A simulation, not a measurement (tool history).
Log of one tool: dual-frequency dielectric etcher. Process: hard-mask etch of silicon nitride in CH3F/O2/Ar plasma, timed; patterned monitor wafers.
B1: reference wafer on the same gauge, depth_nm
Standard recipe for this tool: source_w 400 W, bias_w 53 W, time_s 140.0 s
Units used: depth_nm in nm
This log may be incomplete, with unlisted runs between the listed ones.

Run 1, hour 0.0: usual settings but bias_w 46 W; B1 97.4. Result: depth_nm 89.2 nm.
Run 2, hour 62.1: usual settings but bias_w 46 W; B1 97.1. Result: depth_nm 89.2 nm.
At hour 117.9: wet clean of the chamber.
Run 3, hour 118.4: usual settings but bias_w 46 W; B1 97.3. Result: depth_nm 86.1 nm.
Run 4, hour 181.6: usual settings; B1 97.3. Result: depth_nm 91.9 nm.
Run 5, hour 219.0: usual settings; B1 97.3. Result: depth_nm 91.6 nm.
Run 6, hour 303.1: usual settings; B1 97.0. Result: depth_nm 92.2 nm.
Run 7, hour 360.4: usual settings; B1 97.3. Result: depth_nm 92.8 nm.
Run 8, hour 465.4: usual settings; B1 97.1. Result: depth_nm 93.1 nm.
Run 9, hour 566.1: usual settings; B1 97.4. Result: depth_nm 94.4 nm.
At hour 671.5: wet clean of the chamber.
Run 10, hour 672.0: usual settings but time_s 173.0 s; B1 97.2. Result: depth_nm 111.6 nm.
Run 11, hour 706.3: usual settings but time_s 173.0 s; B1 97.1. Result: depth_nm 111.4 nm.
Run 12, hour 808.0: usual settings but time_s 173.0 s; B1 97.4. Result: depth_nm 112.8 nm.
Run 13, hour 903.4: usual settings but bias_w 57 W; B1 97.4. Result: depth_nm 94.9 nm.
Run 14, hour 999.4: usual settings but source_w 350 W, time_s 175.5 s; B1 97.4. Result: depth_nm 113.3 nm.
Run 15, hour 1054.9: usual settings but source_w 440 W, bias_w 64 W; B1 97.5. Result: depth_nm 102.9 nm.
Run 16, hour 1098.8: usual settings; B1 97.4. Result: depth_nm 93.8 nm.
At hour 1144.1: wet clean of the chamber.
Run 17, hour 1183.0: usual settings but bias_w 61 W, time_s 172.5 s; B1 97.4. Result: depth_nm 117.5 nm.
At hour 1223.9: bias power generator calibrated.
At hour 1236.6: gauge calibrated.
Run 18, hour 1277.0: usual settings but source_w 470 W, bias_w 41 W; B1 97.3. Result: depth_nm 87.6 nm.
At hour 1306.3: upper electrode replaced.
Run 19, hour 1363.7: usual settings but bias_w 40 W; B1 97.4. Result: depth_nm 84.1 nm.
At hour 1389.3: source power generator calibrated.
Run 20, hour 1454.5: usual settings but source_w 360 W, bias_w 60 W, time_s 121.5 s; B1 97.2. Result: depth_nm 82.3 nm.
Run 21, hour 1528.6: usual settings but source_w 450 W, bias_w 45 W; B1 97.4. Result: depth_nm 91.4 nm.
Run 22, hour 1622.9: usual settings but source_w 470 W; B1 97.3. Result: depth_nm 99.3 nm.
At hour 1690.6: wet clean of the chamber.
Run 23, hour 1706.6: usual settings; B1 97.3. Result: depth_nm 89.8 nm.
Run 24, hour 1808.1: usual settings but source_w 490 W, bias_w 47 W, time_s 174.5 s; B1 97.2. Result: depth_nm 115.7 nm.
Run 25, hour 1847.0: usual settings but bias_w 46 W, time_s 176.0 s; B1 97.1. Result: depth_nm 108.8 nm.
Run 26, hour 1928.3: usual settings but source_w 440 W, bias_w 56 W, time_s 174.0 s; B1 97.1. Result: depth_nm 119.5 nm.

Run 27 has not been measured yet. What should we expect?
Run 27, hour 2022.2: usual settings; B1 ?. Result: depth_nm ?.

Run 27 measured B1 97.2, depth_nm 93.5 nm.
On a tool with no hidden condition, and with the same random variation, this run would have come out at depth_nm 91.2 nm.
